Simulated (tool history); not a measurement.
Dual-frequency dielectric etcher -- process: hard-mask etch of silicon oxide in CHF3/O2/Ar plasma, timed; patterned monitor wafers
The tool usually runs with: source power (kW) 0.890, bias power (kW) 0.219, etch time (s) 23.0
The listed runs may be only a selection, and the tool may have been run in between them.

| run | day | source power (kW) | bias power (kW) | etch time (s) | wafers since the last listed run | hours since the last wet clean | hours since the last source power generator calibration | hours since the last bias power generator calibration | hours since the last upper electrode change | hours since the gauge calibration | read-back reference wafer on the same gauge, depth_nm | mean etch depth across the wafer (angstrom) |
|---|---|---|---|---|---|---|---|---|---|---|---|---|
| 1 | 0.000 | 0.890 | 0.219 | 23.0 | 0 | 300.3 | 2158.6 | 2290.6 | 2515.3 | 689.8 | 66.5 | 577 |
| 2 | 2.567 | 0.890 | 0.208 | 20.0 | 523 | 361.9 | 2220.2 | 2352.2 | 2576.9 | 751.4 | 66.6 | 488 |
| 3 | 6.038 | 0.890 | 0.208 | 20.0 | 707 | 445.2 | 2303.5 | 2435.5 | 2660.2 | 834.7 | 66.4 | 490 |
| 4 | 10.062 | 0.820 | 0.219 | 23.0 | 820 | 541.8 | 2400.1 | 2532.1 | 2756.8 | 931.3 | 66.5 | 568 |
|  | 11.117 | wet clean of the chamber |
| 5 | 13.988 | 0.820 | 0.219 | 23.0 | 596 | 68.9 | 2494.3 | 2626.3 | 2851.0 | 1025.5 | 66.5 | 565 |
| 6 | 18.438 | 0.890 | 0.219 | 23.0 | 907 | 175.7 | 2601.1 | 2733.1 | 2957.8 | 1132.3 | 66.4 | 574 |
| 7 | 20.204 | 0.890 | 0.219 | 23.0 | 360 | 218.1 | 2643.5 | 2775.5 | 3000.2 | 1174.7 | 66.5 | 578 |
| 8 | 24.642 | 0.890 | 0.219 | 23.0 | 904 | 324.6 | 2750.0 | 2882.0 | 3106.7 | 1281.2 | 66.6 | 582 |
| 9 | 28.075 | 0.890 | 0.219 | 23.0 | 700 | 407.0 | 2832.4 | 2964.4 | 3189.1 | 1363.6 | 66.4 | 577 |
|  | 31.392 | source power generator calibrated |
| 10 | 32.567 | 0.890 | 0.219 | 23.0 | 881 | 514.8 | 28.2 | 3072.2 | 3296.9 | 1471.4 | 66.5 | 579 |
|  | 36.333 | wet clean of the chamber |
| 11 | 45.867 | 0.890 | 0.219 | 23.0 | 2508 | 228.8 | 347.4 | 3391.4 | 3616.1 | 1790.6 | 66.5 | 579 |
|  | 46.421 | gauge calibrated |
| 12 | 48.108 | 0.890 | 0.219 | 23.0 | 457 | 282.6 | 401.2 | 3445.2 | 3669.9 | 40.5 | 66.4 | 578 |
| 13 | 51.900 | 0.890 | 0.219 | 23.0 | 773 | 373.6 | 492.2 | 3536.2 | 3760.9 | 131.5 | 66.5 | 583 |
|  | 53.996 | upper electrode replaced |
| 14 | 55.988 | 0.800 | 0.249 | 23.0 | 629 | 471.7 | 590.3 | 3634.3 | 47.8 | 229.6 | 66.4 | 599 |
|  | 58.688 | wet clean of the chamber |
| 15 | 67.704 | 1.050 | 0.219 | 25.5 | 2185 | 216.4 | 871.5 | 3915.5 | 329.0 | 510.8 | 66.5 | 672 |
| 16 | 69.612 | 0.890 | 0.219 | 23.0 | 389 | 262.2 | 917.3 | 3961.3 | 374.8 | 556.6 | 66.5 | 578 |
| 17 | 72.033 | 1.010 | 0.174 | 27.5 | 493 | 320.3 | 975.4 | 4019.4 | 432.9 | 614.7 | 66.6 | 637 |
| 18 | 73.629 | 0.890 | 0.219 | 23.0 | 325 | 358.6 | 1013.7 | 4057.7 | 471.2 | 653.0 | 66.5 | 584 |
| 19 | 75.338 | 0.770 | 0.219 | 26.5 | 348 | 399.6 | 1054.7 | 4098.7 | 512.2 | 694.0 | 66.4 | 636 |
| 20 | 79.692 | 0.890 | 0.219 | 23.0 | 887 | 504.1 | 1159.2 | 4203.2 | 616.7 | 798.5 | 66.4 | 572 |
|  | 83.496 | wet clean of the chamber |
| 21 | 83.517 | 0.990 | 0.176 | 23.0 | 576 | 0.5 | 1251.0 | 4295.0 | 708.5 | 890.3 | 66.5 | 532 |
| 22 | 87.567 | 0.890 | 0.251 | 23.0 | 825 | 97.7 | 1348.2 | 4392.2 | 805.7 | 987.5 | 66.5 | 620 |
|  | 88.121 | bias power generator calibrated |
| 23 | 90.817 | 0.890 | 0.219 | 23.0 | 628 | 175.7 | 1426.2 | 64.7 | 883.7 | 1065.5 | 66.5 | 572 |
| 24 | 95.117 | 1.030 | 0.198 | 20.5 | 876 | 278.9 | 1529.4 | 167.9 | 986.9 | 1168.7 | 66.5 | 513 |
| 25 | 98.562 | 0.890 | 0.219 | 23.0 | 702 | 361.6 | 1612.1 | 250.6 | 1069.6 | 1251.4 | 66.4 | 579 |
| 26 | 100.462 | 0.770 | 0.237 | 17.0 | 387 | 407.2 | 1657.7 | 296.2 | 1115.2 | 1297.0 | 66.6 | 431 |
| 27 | 102.304 | 0.750 | 0.240 | 26.0 | 375 | 451.4 | 1701.9 | 340.4 | 1159.4 | 1341.2 | 66.5 | 654 |
| 28 | 104.083 | 0.700 | 0.243 | 28.0 | 362 | 494.1 | 1744.6 | 383.1 | 1202.1 | 1383.9 | 66.5 | 691 |
| 29 | 107.221 | 0.780 | 0.219 | 18.5 | 639 | 569.4 | 1819.9 | 458.4 | 1277.4 | 1459.2 | 66.6 | 447 |
|  | 108.583 | wet clean of the chamber |
| 30 | 112.946 | 0.890 | 0.219 | 19.5 | 963 | 104.7 | 1957.3 | 595.8 | 1414.8 | 1596.6 | 66.5 | 484 |
| 31 | 117.321 | 0.830 | 0.250 | 25.5 | 892 | 209.7 | 2062.3 | 700.8 | 1519.8 | 1701.6 | 66.5 | 673 |

Here are 3 independent what-if runs from the current tool condition. What would each one return?
| A | 117.338 | 0.890 | 0.219 | 27.0 | 3 | 210.1 | 2062.7 | 701.2 | 1520.2 | 1702.0 | ? | ? |
| B | 117.338 | 0.740 | 0.241 | 23.0 | 3 | 210.1 | 2062.7 | 701.2 | 1520.2 | 1702.0 | ? | ? |
| C | 117.338 | 0.890 | 0.256 | 23.0 | 3 | 210.1 | 2062.7 | 701.2 | 1520.2 | 1702.0 | ? | ? |

| run | read-back reference wafer on the same gauge, depth_nm | mean etch depth across the wafer (angstrom) |
|---|---|---|
| A | 66.5 | 679 |
| B | 66.5 | 578 |
| C | 66.5 | 629 |
What these runs would have given with no unlogged condition in the tool:
| run | mean etch depth across the wafer (angstrom) |
|---|---|
| A | 679 |
| B | 578 |
| C | 629 |
